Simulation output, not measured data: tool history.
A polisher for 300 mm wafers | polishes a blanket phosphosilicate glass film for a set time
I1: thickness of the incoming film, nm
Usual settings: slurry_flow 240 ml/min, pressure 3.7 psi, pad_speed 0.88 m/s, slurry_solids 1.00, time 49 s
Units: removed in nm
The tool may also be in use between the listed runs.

run 1 hour=0.0 | slurry_flow=240 pressure=3.7 pad_speed=0.88 slurry_solids=1.00 time=49 | I1=2476.8 | removed=472.7
run 2 hour=57.6 | slurry_flow=240 pressure=3.7 pad_speed=0.88 slurry_solids=1.00 time=49 | I1=2504.5 | removed=473.3
run 3 hour=128.3 | slurry_flow=240 pressure=3.7 pad_speed=0.88 slurry_solids=1.00 time=49 | I1=2473.1 | removed=470.6
run 4 hour=154.1 | slurry_flow=240 pressure=3.7 pad_speed=0.88 slurry_solids=1.00 time=49 | I1=2490.8 | removed=475.1
run 5 hour=198.1 | slurry_flow=240 pressure=3.7 pad_speed=0.88 slurry_solids=1.00 time=49 | I1=2506.0 | removed=459.6
run 6 hour=240.0 | slurry_flow=240 pressure=3.7 pad_speed=0.88 slurry_solids=1.00 time=49 | I1=2541.7 | removed=462.5
-- hour=266.3 slurry blender recalibrated
run 7 hour=293.0 | slurry_flow=240 pressure=3.7 pad_speed=0.88 slurry_solids=1.00 time=49 | I1=2521.2 | removed=465.8
-- hour=307.9 worn pad replaced by a new one
-- hour=344.1 conditioning disc replaced and pad reconditioned
run 8 hour=344.6 | slurry_flow=240 pressure=3.7 pad_speed=0.88 slurry_solids=1.00 time=49 | I1=2497.8 | removed=455.5
run 9 hour=412.4 | slurry_flow=240 pressure=3.7 pad_speed=0.88 slurry_solids=1.00 time=49 | I1=2502.2 | removed=455.9
run 10 hour=456.5 | slurry_flow=240 pressure=3.7 pad_speed=0.88 slurry_solids=1.00 time=49 | I1=2520.4 | removed=458.3
run 11 hour=507.8 | slurry_flow=265 pressure=3.7 pad_speed=0.88 slurry_solids=0.85 time=41 | I1=2509.9 | removed=363.5
-- hour=569.3 worn pad replaced by a new one
run 12 hour=574.7 | slurry_flow=180 pressure=3.7 pad_speed=0.88 slurry_solids=1.25 time=41 | I1=2513.2 | removed=402.6
-- hour=606.5 slurry nozzle cleaned
run 13 hour=645.4 | slurry_flow=240 pressure=3.7 pad_speed=0.88 slurry_solids=0.85 time=58 | I1=2519.3 | removed=518.6
-- hour=676.8 slurry blender recalibrated
run 14 hour=686.1 | slurry_flow=240 pressure=3.7 pad_speed=0.88 slurry_solids=1.00 time=49 | I1=2533.5 | removed=467.9
run 15 hour=723.8 | slurry_flow=240 pressure=3.7 pad_speed=0.88 slurry_solids=1.30 time=49 | I1=2500.5 | removed=531.0
run 16 hour=749.1 | slurry_flow=240 pressure=3.7 pad_speed=0.88 slurry_solids=0.85 time=58 | I1=2474.4 | removed=518.0
-- hour=755.9 conditioning disc replaced and pad reconditioned
run 17 hour=780.3 | slurry_flow=180 pressure=3.7 pad_speed=0.88 slurry_solids=1.00 time=35 | I1=2523.5 | removed=325.0
-- hour=793.6 head pressure recalibrated
run 18 hour=836.1 | slurry_flow=320 pressure=4.9 pad_speed=0.88 slurry_solids=1.00 time=53 | I1=2492.4 | removed=695.8
-- hour=842.8 worn pad replaced by a new one
run 19 hour=889.2 | slurry_flow=240 pressure=3.7 pad_speed=0.88 slurry_solids=0.80 time=49 | I1=2484.6 | removed=423.2
run 20 hour=920.1 | slurry_flow=240 pressure=4.2 pad_speed=0.88 slurry_solids=1.00 time=49 | I1=2495.9 | removed=531.6
run 21 hour=991.9 | slurry_flow=240 pressure=3.7 pad_speed=0.88 slurry_solids=1.00 time=59 | I1=2502.1 | removed=564.1
run 22 hour=1038.3 | slurry_flow=190 pressure=4.4 pad_speed=0.88 slurry_solids=1.00 time=49 | I1=2508.8 | removed=550.9
-- hour=1048.1 slurry blender recalibrated
run 23 hour=1065.0 | slurry_flow=240 pressure=3.7 pad_speed=0.88 slurry_solids=1.00 time=49 | I1=2522.9 | removed=468.0
-- hour=1100.3 worn pad replaced by a new one
run 24 hour=1106.1 | slurry_flow=175 pressure=3.7 pad_speed=0.62 slurry_solids=1.15 time=43 | I1=2477.1 | removed=335.9
run 25 hour=1140.1 | slurry_flow=195 pressure=3.7 pad_speed=0.88 slurry_solids=1.00 time=49 | I1=2494.5 | removed=459.6
-- hour=1166.3 conditioning disc replaced and pad reconditioned
run 26 hour=1180.1 | slurry_flow=240 pressure=2.9 pad_speed=0.66 slurry_solids=1.00 time=49 | I1=2529.4 | removed=301.4

Forecast each of these 3 alternatives for the next run:
run A hour=1180.5 | slurry_flow=240 pressure=3.7 pad_speed=0.88 slurry_solids=1.00 time=49 | I1=2488.8 | removed=?
run B hour=1180.5 | slurry_flow=240 pressure=3.7 pad_speed=0.62 slurry_solids=1.00 time=49 | I1=2488.8 | removed=?
run C hour=1180.5 | slurry_flow=175 pressure=2.4 pad_speed=1.04 slurry_solids=1.00 time=49 | I1=2488.8 | removed=?

run=A removed=461.8
run=B removed=367.9
run=C removed=322.8
Without the tool's hidden state the same runs would have given:
run=A removed=470.8
run=B removed=375.0
run=C removed=330.9
